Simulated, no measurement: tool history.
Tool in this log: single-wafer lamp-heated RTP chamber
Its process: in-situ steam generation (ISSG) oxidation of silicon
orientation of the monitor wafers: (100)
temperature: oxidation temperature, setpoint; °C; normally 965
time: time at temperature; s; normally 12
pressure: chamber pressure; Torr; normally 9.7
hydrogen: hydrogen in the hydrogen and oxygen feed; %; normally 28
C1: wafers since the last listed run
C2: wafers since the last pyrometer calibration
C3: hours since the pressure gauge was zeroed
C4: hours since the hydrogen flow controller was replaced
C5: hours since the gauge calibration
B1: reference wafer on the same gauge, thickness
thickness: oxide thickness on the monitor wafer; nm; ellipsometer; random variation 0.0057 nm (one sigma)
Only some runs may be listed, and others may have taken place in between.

Run 1, day 0.000: usual settings but time 9 s; C1 0; C2 6214; C3 3282.3; C4 5681.8; C5 982.1; B1 3.669. Result: thickness 3.434 nm.
At day 4.917: pyrometer window cleaned and pyrometer calibrated.
Run 2, day 12.396: usual settings but temperature 959 °C; C1 3651; C2 2264; C3 3579.8; C4 5979.3; C5 1279.6; B1 3.671. Result: thickness 3.739 nm.
Run 3, day 15.875: usual settings but temperature 959 °C; C1 1053; C2 3317; C3 3663.3; C4 6062.8; C5 1363.1; B1 3.668. Result: thickness 3.750 nm.
Run 4, day 19.625: usual settings but temperature 959 °C; C1 1135; C2 4452; C3 3753.3; C4 6152.8; C5 1453.1; B1 3.671. Result: thickness 3.750 nm.
Run 5, day 22.658: usual settings; C1 918; C2 5370; C3 3826.1; C4 6225.6; C5 1525.9; B1 3.670. Result: thickness 3.827 nm.
Run 6, day 24.483: usual settings; C1 552; C2 5923; C3 3869.9; C4 6269.4; C5 1569.7; B1 3.671. Result: thickness 3.817 nm.
At day 25.292: gauge calibrated.
At day 26.862: pyrometer window cleaned and pyrometer calibrated.
Run 7, day 26.883: usual settings; C1 625; C2 6; C3 3927.5; C4 6327.0; C5 38.2; B1 3.669. Result: thickness 3.783 nm.
Run 8, day 29.946: usual settings; C1 927; C2 933; C3 4001.0; C4 6400.5; C5 111.7; B1 3.670. Result: thickness 3.803 nm.
At day 30.779: pressure gauge zeroed.
At day 31.888: hydrogen flow controller replaced.
Run 9, day 38.662: usual settings but pressure 10.2 Torr; C1 2436; C2 3370; C3 189.2; C4 162.6; C5 320.9; B1 3.671. Result: thickness 3.764 nm.
Run 10, day 40.500: usual settings; C1 556; C2 3926; C3 233.3; C4 206.7; C5 365.0; B1 3.668. Result: thickness 3.822 nm.
Run 11, day 44.612: usual settings; C1 1244; C2 5171; C3 332.0; C4 305.4; C5 463.7; B1 3.672. Result: thickness 3.824 nm.
Run 12, day 46.800: usual settings but temperature 975 °C, time 13 s, hydrogen 22 %; C1 662; C2 5833; C3 384.5; C4 357.9; C5 516.2; B1 3.670. Result: thickness 3.840 nm.
Run 13, day 50.912: usual settings but temperature 981 °C, time 14 s, hydrogen 19 %; C1 1244; C2 7078; C3 483.2; C4 456.6; C5 614.9; B1 3.670. Result: thickness 3.926 nm.
At day 52.133: pyrometer window cleaned and pyrometer calibrated.
Run 14, day 53.896: usual settings but time 13 s; C1 802; C2 533; C3 554.8; C4 528.2; C5 686.5; B1 3.669. Result: thickness 3.903 nm.
Run 15, day 55.546: usual settings but temperature 981 °C; C1 499; C2 1032; C3 594.4; C4 567.8; C5 726.1; B1 3.669. Result: thickness 3.972 nm.
Run 16, day 58.217: usual settings but temperature 959 °C; C1 808; C2 1841; C3 658.5; C4 631.9; C5 790.2; B1 3.667. Result: thickness 3.739 nm.
Run 17, day 62.121: usual settings but temperature 955 °C, time 16 s, pressure 10.2 Torr, hydrogen 23 %; C1 1181; C2 3023; C3 752.2; C4 725.6; C5 883.9; B1 3.671. Result: thickness 3.907 nm.
Run 18, day 65.738: usual settings; C1 1094; C2 4118; C3 839.0; C4 812.4; C5 970.7; B1 3.671. Result: thickness 3.820 nm.
Run 19, day 68.292: usual settings but hydrogen 32 %; C1 773; C2 4891; C3 900.3; C4 873.7; C5 1032.0; B1 3.671. Result: thickness 3.947 nm.
At day 71.825: pyrometer window cleaned and pyrometer calibrated.
Run 20, day 71.846: usual settings; C1 975; C2 6; C3 985.6; C4 959.0; C5 1117.3; B1 3.673. Result: thickness 3.781 nm.
Run 21, day 73.621: usual settings but time 15 s; C1 537; C2 544; C3 1028.2; C4 1001.6; C5 1159.9; B1 3.670. Result: thickness 4.138 nm.
Run 22, day 75.958: usual settings but time 15 s, pressure 9.2 Torr; C1 707; C2 1251; C3 1084.3; C4 1057.7; C5 1216.0; B1 3.670. Result: thickness 4.178 nm.
Run 23, day 79.292: usual settings but temperature 957 °C, hydrogen 32 %; C1 1009; C2 2260; C3 1164.3; C4 1137.7; C5 1296.0; B1 3.672. Result: thickness 3.844 nm.

Branching from run 23: 5 alternative next runs. What would each branch give?
Run A, day 79.308: usual settings; C1 5; C2 2265; C3 1164.7; C4 1138.1; C5 1296.4; B1 ?. Result: thickness ?.
Run B, day 79.308: usual settings but temperature 949 °C; C1 5; C2 2265; C3 1164.7; C4 1138.1; C5 1296.4; B1 ?. Result: thickness ?.
Run C, day 79.308: usual settings but temperature 949 °C, time 8 s, pressure 10.2 Torr, hydrogen 23 %; C1 5; C2 2265; C3 1164.7; C4 1138.1; C5 1296.4; B1 ?. Result: thickness ?.
Run D, day 79.308: usual settings but time 15 s, hydrogen 21 %; C1 5; C2 2265; C3 1164.7; C4 1138.1; C5 1296.4; B1 ?. Result: thickness ?.
Run E, day 79.308: usual settings but pressure 9.2 Torr; C1 5; C2 2265; C3 1164.7; C4 1138.1; C5 1296.4; B1 ?. Result: thickness ?.

run     B1  thickness
  A  3.670      3.791
  B  3.670      3.638
  C  3.670      2.965
  D  3.670      3.869
  E  3.670      3.831
Without the tool's hidden state the same runs would have given:
run  thickness
  A      3.773
  B      3.622
  C      2.955
  D      3.849
  E      3.813

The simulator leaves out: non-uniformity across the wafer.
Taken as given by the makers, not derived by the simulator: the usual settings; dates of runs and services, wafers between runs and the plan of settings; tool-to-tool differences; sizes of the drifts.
